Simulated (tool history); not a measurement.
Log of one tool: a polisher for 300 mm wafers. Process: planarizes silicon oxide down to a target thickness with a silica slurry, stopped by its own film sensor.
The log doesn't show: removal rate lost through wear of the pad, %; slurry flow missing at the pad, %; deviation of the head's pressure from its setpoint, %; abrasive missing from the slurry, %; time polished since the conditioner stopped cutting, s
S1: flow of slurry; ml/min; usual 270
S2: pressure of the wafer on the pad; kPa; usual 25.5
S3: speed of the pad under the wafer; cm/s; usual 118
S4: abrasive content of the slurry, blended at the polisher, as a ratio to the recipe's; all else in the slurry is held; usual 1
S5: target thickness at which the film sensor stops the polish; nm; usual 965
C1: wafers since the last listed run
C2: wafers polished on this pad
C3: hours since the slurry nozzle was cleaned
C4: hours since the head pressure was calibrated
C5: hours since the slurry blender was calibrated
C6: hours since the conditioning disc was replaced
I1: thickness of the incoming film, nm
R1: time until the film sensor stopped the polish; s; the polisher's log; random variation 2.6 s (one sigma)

{"run": 1, "day": 0.0, "S1": 270, "S2": 22.1, "S3": 142, "S4": 0.75, "S5": 965, "C1": 0, "C2": 4875, "C3": 166.3, "C4": 505.5, "C5": 140.6, "C6": 283.3, "I1": 1321.2, "R1": 141.6}
{"run": 2, "day": 1.942, "S1": 270, "S2": 25.5, "S3": 118, "S4": 1, "S5": 965, "C1": 470, "C2": 5346, "C3": 212.9, "C4": 552.1, "C5": 187.2, "C6": 329.9, "I1": 1349.5, "R1": 132.6}
{"day": 3.35, "done": "worn pad replaced by a new one"}
{"run": 3, "day": 4.179, "S1": 270, "S2": 22.1, "S3": 118, "S4": 1, "S5": 965, "C1": 501, "C2": 200, "C3": 266.6, "C4": 605.8, "C5": 240.9, "C6": 383.6, "I1": 1339.4, "R1": 144.1}
{"run": 4, "day": 6.933, "S1": 270, "S2": 25.5, "S3": 138, "S4": 1.15, "S5": 965, "C1": 666, "C2": 867, "C3": 332.7, "C4": 671.9, "C5": 307, "C6": 449.7, "I1": 1343.5, "R1": 110.9}
{"run": 5, "day": 8.204, "S1": 270, "S2": 25.5, "S3": 118, "S4": 1, "S5": 903, "C1": 307, "C2": 1175, "C3": 363.2, "C4": 702.4, "C5": 337.5, "C6": 480.2, "I1": 1346.8, "R1": 158.2}
{"day": 9.35, "done": "head pressure recalibrated"}
{"run": 6, "day": 9.904, "S1": 270, "S2": 25.5, "S3": 118, "S4": 1, "S5": 965, "C1": 391, "C2": 1566, "C3": 404, "C4": 13.3, "C5": 378.3, "C6": 521, "I1": 1312.2, "R1": 125.5}
{"day": 10.0, "done": "conditioning disc replaced and pad reconditioned"}
{"run": 7, "day": 10.958, "S1": 270, "S2": 25.5, "S3": 100, "S4": 1, "S5": 842, "C1": 235, "C2": 1801, "C3": 429.3, "C4": 38.6, "C5": 403.6, "C6": 23, "I1": 1303.6, "R1": 192.4}
{"run": 8, "day": 12.296, "S1": 335, "S2": 25.5, "S3": 154, "S4": 0.9, "S5": 965, "C1": 323, "C2": 2125, "C3": 461.4, "C4": 70.7, "C5": 435.7, "C6": 55.1, "I1": 1323.5, "R1": 108.5}
{"run": 9, "day": 14.988, "S1": 340, "S2": 25.5, "S3": 118, "S4": 1, "S5": 965, "C1": 651, "C2": 2777, "C3": 526, "C4": 135.3, "C5": 500.3, "C6": 119.7, "I1": 1325.6, "R1": 129.8}
{"day": 16.988, "done": "slurry blender recalibrated"}
{"day": 18.412, "done": "slurry nozzle cleaned"}
{"run": 10, "day": 22.858, "S1": 270, "S2": 34.5, "S3": 158, "S4": 0.8, "S5": 1021, "C1": 1875, "C2": 4653, "C3": 106.7, "C4": 324.2, "C5": 140.9, "C6": 308.6, "I1": 1335.6, "R1": 84.8}
{"run": 11, "day": 25.171, "S1": 270, "S2": 17.2, "S3": 82, "S4": 1.15, "S5": 965, "C1": 560, "C2": 5213, "C3": 162.2, "C4": 379.7, "C5": 196.4, "C6": 364.1, "I1": 1353.1, "R1": 213.1}
{"day": 27.367, "done": "worn pad replaced by a new one"}
{"run": 12, "day": 28.1, "S1": 270, "S2": 25.5, "S3": 118, "S4": 1, "S5": 965, "C1": 668, "C2": 177, "C3": 232.5, "C4": 450, "C5": 266.7, "C6": 434.4, "I1": 1330, "R1": 130.9}
{"run": 13, "day": 29.754, "S1": 270, "S2": 22.1, "S3": 118, "S4": 0.75, "S5": 965, "C1": 400, "C2": 577, "C3": 272.2, "C4": 489.7, "C5": 306.4, "C6": 474.1, "I1": 1340.9, "R1": 173.8}
{"day": 31.683, "done": "conditioning disc replaced and pad reconditioned"}
{"run": 14, "day": 32.017, "S1": 270, "S2": 25.5, "S3": 118, "S4": 1, "S5": 965, "C1": 527, "C2": 1105, "C3": 326.5, "C4": 544, "C5": 360.7, "C6": 8, "I1": 1331.3, "R1": 132.2}
{"run": 15, "day": 34.975, "S1": 205, "S2": 22.1, "S3": 118, "S4": 0.8, "S5": 965, "C1": 716, "C2": 1821, "C3": 397.5, "C4": 615, "C5": 431.7, "C6": 79, "I1": 1336.3, "R1": 171.4}
{"run": 16, "day": 37.104, "S1": 270, "S2": 33.8, "S3": 118, "S4": 0.8, "S5": 965, "C1": 515, "C2": 2337, "C3": 448.6, "C4": 666.1, "C5": 482.8, "C6": 130.1, "I1": 1326.3, "R1": 126}
{"day": 38.971, "done": "slurry blender recalibrated"}
{"run": 17, "day": 39.196, "S1": 270, "S2": 25.5, "S3": 118, "S4": 1, "S5": 965, "C1": 486, "C2": 2823, "C3": 498.8, "C4": 716.3, "C5": 5.4, "C6": 180.3, "I1": 1355.8, "R1": 134}
{"run": 18, "day": 40.917, "S1": 330, "S2": 33.1, "S3": 82, "S4": 0.85, "S5": 965, "C1": 416, "C2": 3240, "C3": 540.1, "C4": 757.6, "C5": 46.7, "C6": 221.6, "I1": 1338.8, "R1": 165.4}
{"day": 41.442, "done": "head pressure recalibrated"}
{"run": 19, "day": 42.788, "S1": 270, "S2": 25.5, "S3": 118, "S4": 1, "S5": 965, "C1": 432, "C2": 3673, "C3": 585, "C4": 32.3, "C5": 91.6, "C6": 266.5, "I1": 1338.9, "R1": 138.7}
{"day": 44.171, "done": "slurry nozzle cleaned"}
{"run": 20, "day": 45.196, "S1": 270, "S2": 25.5, "S3": 118, "S4": 1, "S5": 965, "C1": 573, "C2": 4246, "C3": 24.6, "C4": 90.1, "C5": 149.4, "C6": 324.3, "I1": 1312.5, "R1": 124.5}
{"run": 21, "day": 46.846, "S1": 270, "S2": 25.5, "S3": 118, "S4": 1, "S5": 965, "C1": 399, "C2": 4646, "C3": 64.2, "C4": 129.7, "C5": 189, "C6": 363.9, "I1": 1352.7, "R1": 140.9}
{"run": 22, "day": 49.362, "S1": 190, "S2": 25.5, "S3": 82, "S4": 0.85, "S5": 965, "C1": 609, "C2": 5255, "C3": 124.6, "C4": 190.1, "C5": 249.4, "C6": 424.3, "I1": 1331.2, "R1": 196.9}
{"run": 23, "day": 52.454, "S1": 270, "S2": 25.5, "S3": 118, "S4": 1, "S5": 965, "C1": 748, "C2": 6004, "C3": 198.8, "C4": 264.3, "C5": 323.6, "C6": 498.5, "I1": 1345.6, "R1": 138.5}
{"day": 53.667, "done": "worn pad replaced by a new one"}
{"run": 24, "day": 53.688, "S1": 270, "S2": 25.5, "S3": 118, "S4": 1, "S5": 907, "C1": 258, "C2": 5, "C3": 228.4, "C4": 293.9, "C5": 353.2, "C6": 528.1, "I1": 1309.4, "R1": 140.3}

The tool's hidden state at each run:
removal rate lost through wear of the pad, %: 0 in every run
slurry flow missing at the pad, %: 0 in every run
deviation of the head's pressure from its setpoint, %: 0 in every run
abrasive missing from the slurry, %: 0 in every run
time polished since the conditioner stopped cutting, s: 0 in every run
